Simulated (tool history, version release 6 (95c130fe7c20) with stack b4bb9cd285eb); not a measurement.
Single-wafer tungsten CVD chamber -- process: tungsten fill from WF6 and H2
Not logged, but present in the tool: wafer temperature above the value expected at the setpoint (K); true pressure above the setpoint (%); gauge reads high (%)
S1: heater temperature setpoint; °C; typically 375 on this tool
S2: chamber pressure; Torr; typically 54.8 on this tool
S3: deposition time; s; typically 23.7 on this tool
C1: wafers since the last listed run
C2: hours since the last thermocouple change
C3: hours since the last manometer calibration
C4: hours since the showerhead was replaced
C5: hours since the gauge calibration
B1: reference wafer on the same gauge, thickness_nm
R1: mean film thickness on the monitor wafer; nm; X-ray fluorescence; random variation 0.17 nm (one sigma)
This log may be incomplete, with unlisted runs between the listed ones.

run,hour,S1,S2,S3,C1,C2,C3,C4,C5,B1,R1
1,0.0,375,54.8,23.7,0,1855.1,661.3,2642.7,99.1,59.553,63.206
2,57.8,375,54.8,23.7,939,1912.9,719.1,2700.5,156.9,59.587,63.435
3,87.4,375,54.8,23.7,480,1942.5,748.7,2730.1,186.5,59.612,63.279
4,117.4,375,54.8,21.7,487,1972.5,778.7,2760.1,216.5,59.614,58.324
5,144.2,375,54.8,21.7,435,1999.3,805.5,2786.9,243.3,59.611,58.455
6,156.5,375,54.8,23.7,199,2011.6,817.8,2799.2,255.6,59.580,63.432
7,174.6,375,54.8,23.7,294,2029.7,835.9,2817.3,273.7,59.610,63.903
8,208.1,375,54.8,23.7,544,2063.2,869.4,2850.8,307.2,59.544,64.062
9,232.4,375,63.1,20.0,394,2087.5,893.7,2875.1,331.5,59.607,58.153
10,258.2,375,63.1,20.0,419,2113.3,919.5,2900.9,357.3,59.628,58.058
11,356.5,375,54.8,23.7,1596,2211.6,1017.8,2999.2,455.6,59.596,64.482
12,380.4,375,54.8,23.7,388,2235.5,1041.7,3023.1,479.5,59.579,64.130
# hour 394.4: capacitance manometer re-zeroed and calibrated
13,394.9,375,54.8,23.7,105,2250.0,0.5,3037.6,494.0,59.609,64.653
# hour 395.2: gauge calibrated
14,420.5,361,48.5,22.3,415,2275.6,26.1,3063.2,25.3,59.590,40.734
15,449.8,375,54.8,23.7,476,2304.9,55.4,3092.5,54.6,59.641,64.557
# hour 484.2: showerhead replaced
# hour 490.6: thermocouple changed; heater temperature recalibrated
16,491.1,362,42.5,23.7,435,0.5,96.7,6.9,95.9,59.584,36.718
17,516.0,382,43.3,23.7,404,25.4,121.6,31.8,120.8,59.628,60.083
18,603.4,363,50.5,21.4,1419,112.8,209.0,119.2,208.2,59.591,37.734
19,615.8,367,54.8,26.7,201,125.2,221.4,131.6,220.6,59.542,54.270
20,645.0,375,43.0,23.7,474,154.4,250.6,160.8,249.8,59.610,51.214
21,675.9,375,54.8,23.7,501,185.3,281.5,191.7,280.7,59.574,58.404
22,709.0,375,54.8,23.7,537,218.4,314.6,224.8,313.8,59.557,58.926
23,731.6,375,41.2,27.2,367,241.0,337.2,247.4,336.4,59.626,57.738
24,750.1,375,54.8,23.7,300,259.5,355.7,265.9,354.9,59.600,58.530
25,768.6,375,54.8,23.7,300,278.0,374.2,284.4,373.4,59.625,58.983
26,798.6,368,62.7,23.7,487,308.0,404.2,314.4,403.4,59.605,53.164
# hour 828.1: gauge calibrated
27,828.7,375,54.8,26.9,489,338.1,434.3,344.5,0.6,59.612,67.082

Here are 4 independent what-if runs from the current tool condition. What would each one return?
A,829.1,375,54.8,23.7,6,338.5,434.7,344.9,1.0,?,?
B,829.1,383,41.4,26.8,6,338.5,434.7,344.9,1.0,?,?
C,829.1,375,46.7,23.7,6,338.5,434.7,344.9,1.0,?,?
D,829.1,364,49.4,28.0,6,338.5,434.7,344.9,1.0,?,?

run,B1,R1
A,59.627,58.747
B,59.627,68.560
C,59.627,53.910
D,59.627,50.353
Had the tool no hidden state, the same runs would have come out as:
run,R1
A,58.140
B,67.880
C,53.353
D,49.805

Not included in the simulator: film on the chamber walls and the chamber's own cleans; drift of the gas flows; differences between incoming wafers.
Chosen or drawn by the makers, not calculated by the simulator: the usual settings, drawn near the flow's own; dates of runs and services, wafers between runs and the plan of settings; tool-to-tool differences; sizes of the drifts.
